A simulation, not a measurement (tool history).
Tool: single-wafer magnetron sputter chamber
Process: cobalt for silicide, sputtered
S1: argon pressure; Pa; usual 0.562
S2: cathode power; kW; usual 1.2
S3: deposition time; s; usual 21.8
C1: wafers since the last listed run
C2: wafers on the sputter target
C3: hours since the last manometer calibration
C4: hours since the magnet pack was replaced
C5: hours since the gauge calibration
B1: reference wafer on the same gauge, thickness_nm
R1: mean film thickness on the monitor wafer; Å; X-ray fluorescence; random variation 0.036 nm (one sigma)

Run 1, hour 0: usual settings but S1 0.611 Pa; C1 0; C2 3376; C3 1208.9; C4 5061.7; C5 239.3; B1 15.298. Result: R1 129.58 Å.
Run 2, hour 20.3: usual settings; C1 415; C2 3792; C3 1229.2; C4 5082; C5 259.6; B1 15.307. Result: R1 131.06 Å.
Run 3, hour 43.9: usual settings but S1 0.714 Pa; C1 483; C2 4275; C3 1252.8; C4 5105.6; C5 283.2; B1 15.308. Result: R1 125.48 Å.
Run 4, hour 60.6: usual settings but S2 1 kW; C1 342; C2 4617; C3 1269.5; C4 5122.3; C5 299.9; B1 15.303. Result: R1 119.86 Å.
Run 5, hour 80.1: usual settings but S2 1 kW; C1 399; C2 5016; C3 1289; C4 5141.8; C5 319.4; B1 15.296. Result: R1 119.11 Å.
Run 6, hour 113.6: usual settings; C1 686; C2 5702; C3 1322.5; C4 5175.3; C5 352.9; B1 15.295. Result: R1 130.62 Å.
Run 7, hour 128.4: usual settings; C1 303; C2 6006; C3 1337.3; C4 5190.1; C5 367.7; B1 15.296. Result: R1 131.91 Å.
At hour 146.6: gauge calibrated.
Run 8, hour 152.8: usual settings but S1 0.438 Pa, S3 20.5 s; C1 499; C2 6505; C3 1361.7; C4 5214.5; C5 6.2; B1 15.291. Result: R1 127.57 Å.
Run 9, hour 171.2: usual settings but S1 0.438 Pa, S3 20.5 s; C1 376; C2 6882; C3 1380.1; C4 5232.9; C5 24.6; B1 15.301. Result: R1 127.41 Å.
Run 10, hour 200.4: usual settings but S1 0.441 Pa, S2 1.4 kW, S3 20 s; C1 598; C2 7480; C3 1409.3; C4 5262.1; C5 53.8; B1 15.301. Result: R1 135.13 Å.
Run 11, hour 220.2: usual settings but S1 0.394 Pa; C1 405; C2 7886; C3 1429.1; C4 5281.9; C5 73.6; B1 15.293. Result: R1 137.15 Å.
Run 12, hour 240.8: usual settings; C1 421; C2 8307; C3 1449.7; C4 5302.5; C5 94.2; B1 15.3. Result: R1 130.81 Å.
At hour 266: sputter target and shields replaced.
At hour 274.3: magnet pack replaced.
Run 13, hour 274.8: usual settings but S1 0.772 Pa; C1 368; C2 15; C3 1483.7; C4 0.5; C5 128.2; B1 15.299. Result: R1 125.7 Å.
At hour 296.6: capacitance manometer re-zeroed and calibrated.
Run 14, hour 297.1: usual settings but S1 0.638 Pa, S2 1.05 kW; C1 292; C2 308; C3 0.5; C4 22.8; C5 150.5; B1 15.303. Result: R1 121.64 Å.
Run 15, hour 319.7: usual settings but S1 0.346 Pa, S2 0.9 kW, S3 19.6 s; C1 462; C2 771; C3 23.1; C4 45.4; C5 173.1; B1 15.293. Result: R1 110.32 Å.

Run 16 comes next. What will it give?
Run 16, hour 354.6: usual settings but S1 0.388 Pa, S2 1.05 kW, S3 24.1 s; C1 714; C2 1486; C3 58; C4 80.3; C5 208; B1 ?. Result: R1 ?.

B1: 15.301
R1: 143.45 Å
Without the tool's hidden state the same run would have given R1 144.87 Å.

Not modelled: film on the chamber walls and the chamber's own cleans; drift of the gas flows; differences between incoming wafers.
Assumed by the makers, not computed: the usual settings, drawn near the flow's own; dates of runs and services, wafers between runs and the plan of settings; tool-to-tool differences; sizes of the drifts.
